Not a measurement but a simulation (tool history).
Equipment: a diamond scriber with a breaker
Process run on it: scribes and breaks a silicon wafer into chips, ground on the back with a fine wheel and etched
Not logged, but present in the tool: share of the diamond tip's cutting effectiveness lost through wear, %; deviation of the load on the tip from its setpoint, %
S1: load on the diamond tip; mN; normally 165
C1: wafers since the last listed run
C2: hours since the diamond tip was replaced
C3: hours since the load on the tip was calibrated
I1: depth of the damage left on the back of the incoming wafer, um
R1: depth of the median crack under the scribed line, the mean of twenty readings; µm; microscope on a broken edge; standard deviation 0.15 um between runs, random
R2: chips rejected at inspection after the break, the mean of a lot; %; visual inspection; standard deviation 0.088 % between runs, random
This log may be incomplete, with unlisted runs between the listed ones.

{"run": 1, "hour": 0.0, "S1": 141, "C1": 0, "C2": 558.6, "C3": 257.3, "I1": 0.68, "R1": 7.83, "R2": 5.87}
{"run": 2, "hour": 26.8, "S1": 141, "C1": 29, "C2": 585.4, "C3": 284.1, "I1": 0.38, "R1": 7.8, "R2": 5.76}
{"run": 3, "hour": 45.5, "S1": 141, "C1": 20, "C2": 604.1, "C3": 302.8, "I1": 0.66, "R1": 7.69, "R2": 5.27}
{"run": 4, "hour": 76.3, "S1": 138, "C1": 34, "C2": 634.9, "C3": 333.6, "I1": 0.48, "R1": 7.53, "R2": 5.54}
{"run": 5, "hour": 102.4, "S1": 138, "C1": 28, "C2": 661.0, "C3": 359.7, "I1": 0.33, "R1": 7.49, "R2": 6.04}
{"run": 6, "hour": 116.6, "S1": 165, "C1": 15, "C2": 675.2, "C3": 373.9, "I1": 0.73, "R1": 8.44, "R2": 2.0}
{"run": 7, "hour": 146.3, "S1": 165, "C1": 32, "C2": 704.9, "C3": 403.6, "I1": 0.47, "R1": 8.65, "R2": 2.7}
{"run": 8, "hour": 170.1, "S1": 165, "C1": 26, "C2": 728.7, "C3": 427.4, "I1": 0.44, "R1": 8.3, "R2": 2.38}
{"run": 9, "hour": 202.4, "S1": 165, "C1": 35, "C2": 761.0, "C3": 459.7, "I1": 0.59, "R1": 8.45, "R2": 3.32}
{"hour": 208.2, "done": "load on the tip recalibrated"}
{"run": 10, "hour": 226.1, "S1": 192, "C1": 24, "C2": 784.7, "C3": 17.9, "I1": 0.75, "R1": 9.25, "R2": 1.34}
{"hour": 237.6, "done": "diamond tip replaced by a new one"}
{"run": 11, "hour": 245.1, "S1": 192, "C1": 18, "C2": 7.5, "C3": 36.9, "I1": 0.6, "R1": 10.76, "R2": 2.79}
{"run": 12, "hour": 271.8, "S1": 192, "C1": 29, "C2": 34.2, "C3": 63.6, "I1": 0.55, "R1": 10.48, "R2": 2.83}
{"run": 13, "hour": 288.0, "S1": 179, "C1": 17, "C2": 50.4, "C3": 79.8, "I1": 0.74, "R1": 10.18, "R2": 1.59}
{"run": 14, "hour": 320.5, "S1": 165, "C1": 35, "C2": 82.9, "C3": 112.3, "I1": 0.63, "R1": 9.41, "R2": 1.16}
{"run": 15, "hour": 334.5, "S1": 148, "C1": 15, "C2": 96.9, "C3": 126.3, "I1": 0.49, "R1": 8.65, "R2": 2.26}
{"run": 16, "hour": 352.7, "S1": 140, "C1": 20, "C2": 115.1, "C3": 144.5, "I1": 0.79, "R1": 8.24, "R2": 3.53}
{"run": 17, "hour": 371.9, "S1": 152, "C1": 21, "C2": 134.3, "C3": 163.7, "I1": 0.42, "R1": 8.79, "R2": 2.01}
{"run": 18, "hour": 398.9, "S1": 213, "C1": 29, "C2": 161.3, "C3": 190.7, "I1": 0.37, "R1": 11.29, "R2": 5.25}
{"run": 19, "hour": 412.7, "S1": 165, "C1": 15, "C2": 175.1, "C3": 204.5, "I1": 0.33, "R1": 9.61, "R2": 1.33}
{"run": 20, "hour": 441.3, "S1": 165, "C1": 31, "C2": 203.7, "C3": 233.1, "I1": 0.76, "R1": 9.48, "R2": 1.36}
{"run": 21, "hour": 465.7, "S1": 165, "C1": 27, "C2": 228.1, "C3": 257.5, "I1": 0.57, "R1": 9.09, "R2": 1.45}
{"run": 22, "hour": 487.5, "S1": 165, "C1": 24, "C2": 249.9, "C3": 279.3, "I1": 0.56, "R1": 9.37, "R2": 1.26}
{"run": 23, "hour": 508.8, "S1": 129, "C1": 23, "C2": 271.2, "C3": 300.6, "I1": 0.41, "R1": 7.43, "R2": 6.44}
{"run": 24, "hour": 522.3, "S1": 130, "C1": 14, "C2": 284.7, "C3": 314.1, "I1": 0.39, "R1": 7.73, "R2": 6.35}
{"run": 25, "hour": 557.5, "S1": 204, "C1": 38, "C2": 319.9, "C3": 349.3, "I1": 0.58, "R1": 11.18, "R2": 3.6}

List, for all runs, the conditions of the tool that the log does not record:
deviation of the load on the tip from its setpoint, %: 0 at every run
H1: share of the diamond tip's cutting effectiveness lost through wear, %
run=1 H1=9.06
run=2 H1=9.92
run=3 H1=10.5
run=4 H1=11.6
run=5 H1=12.6
run=6 H1=13.1
run=7 H1=14.2
run=8 H1=15.2
run=9 H1=16.5
run=10 H1=17.6
run=11 H1=1.04
run=12 H1=1.07
run=13 H1=1.11
run=14 H1=1.23
run=15 H1=1.3
run=16 H1=1.41
run=17 H1=1.54
run=18 H1=1.76
run=19 H1=1.89
run=20 H1=2.2
run=21 H1=2.49
run=22 H1=2.78
run=23 H1=3.1
run=24 H1=3.31
run=25 H1=3.9
